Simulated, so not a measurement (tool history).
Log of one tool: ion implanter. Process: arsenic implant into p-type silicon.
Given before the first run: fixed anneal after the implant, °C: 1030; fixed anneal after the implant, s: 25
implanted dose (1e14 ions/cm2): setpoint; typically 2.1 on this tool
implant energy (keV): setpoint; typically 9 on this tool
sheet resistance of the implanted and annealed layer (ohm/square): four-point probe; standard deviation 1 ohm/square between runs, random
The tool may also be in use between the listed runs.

| run | hour | implanted dose (1e14 ions/cm2) | implant energy (keV) | read-back reference wafer on the same gauge, sheet resistance | sheet resistance of the implanted and annealed layer (ohm/square) |
|---|---|---|---|---|---|
| 1 | 0 | 1.74 | 8 | 351.18 | 462.04 |
| 2 | 44.1 | 1.74 | 8 | 350.85 | 464 |
| 3 | 103.6 | 1.74 | 8 | 350.98 | 463.7 |
|  | 116.2 | Faraday cup replaced and dose calibrated |
| 4 | 182.2 | 2.1 | 9 | 351.11 | 385.05 |
| 5 | 281.1 | 2.1 | 9 | 351.34 | 384.88 |
| 6 | 354.5 | 2.1 | 9 | 350.81 | 386.52 |
| 7 | 431.9 | 2.1 | 9 | 350.83 | 390.99 |
| 8 | 501.4 | 2.1 | 9 | 351.05 | 390.37 |
| 9 | 542.7 | 2.1 | 9 | 351.14 | 389.63 |
| 10 | 631.7 | 2.1 | 9 | 350.64 | 392.09 |
| 11 | 690.2 | 2.1 | 9 | 351.2 | 393.5 |
|  | 699.7 | gauge calibrated |
| 12 | 745.6 | 2.42 | 9 | 351.3 | 349.5 |
| 13 | 810.6 | 2.42 | 9 | 351.06 | 352.04 |
|  | 872.4 | Faraday cup replaced and dose calibrated |
| 14 | 872.9 | 2.65 | 12 | 350.93 | 311.21 |
| 15 | 927.7 | 2.5 | 11 | 351.03 | 327.97 |
|  | 985.1 | extraction supply calibrated |
| 16 | 985.6 | 1.9 | 7 | 351.06 | 424.83 |
| 17 | 1064.1 | 1.75 | 7.5 | 351.04 | 453.21 |
| 18 | 1116.5 | 2.1 | 7.5 | 351.05 | 392.02 |
| 19 | 1209.3 | 2.1 | 9 | 351.26 | 388.53 |
| 20 | 1261.9 | 1.74 | 8 | 351.42 | 455.31 |
| 21 | 1325.3 | 2.1 | 9 | 351.07 | 392.87 |
| 22 | 1377.8 | 2.1 | 9 | 350.98 | 392.46 |
| 23 | 1423 | 2.3 | 9 | 351.18 | 366.99 |
| 24 | 1536.9 | 2.4 | 9 | 351.28 | 355.16 |
| 25 | 1593.8 | 1.7 | 10 | 350.91 | 460.35 |
| 26 | 1630.7 | 2.1 | 11 | 350.73 | 387.65 |
|  | 1650.7 | gauge calibrated |
|  | 1677.9 | Faraday cup replaced and dose calibrated |
| 27 | 1725.1 | 2.1 | 9 | 350.94 | 381.61 |

3 options for the next run, each taken on its own from the tool as it stands now. Forecast them:
| A | 1725.5 | 2.1 | 6.5 | ? | ? |
| B | 1725.5 | 2.1 | 10.5 | ? | ? |
| C | 1725.5 | 1.72 | 11 | ? | ? |

| run | read-back reference wafer on the same gauge, sheet resistance | sheet resistance of the implanted and annealed layer (ohm/square) |
|---|---|---|
| A | 350.95 | 391.22 |
| B | 350.95 | 377.43 |
| C | 350.95 | 439.26 |
Stripped of hidden state, with their random variation kept, the same runs would have yielded:
| run | sheet resistance of the implanted and annealed layer (ohm/square) |
|---|---|
| A | 388.49 |
| B | 374.87 |
| C | 436.3 |
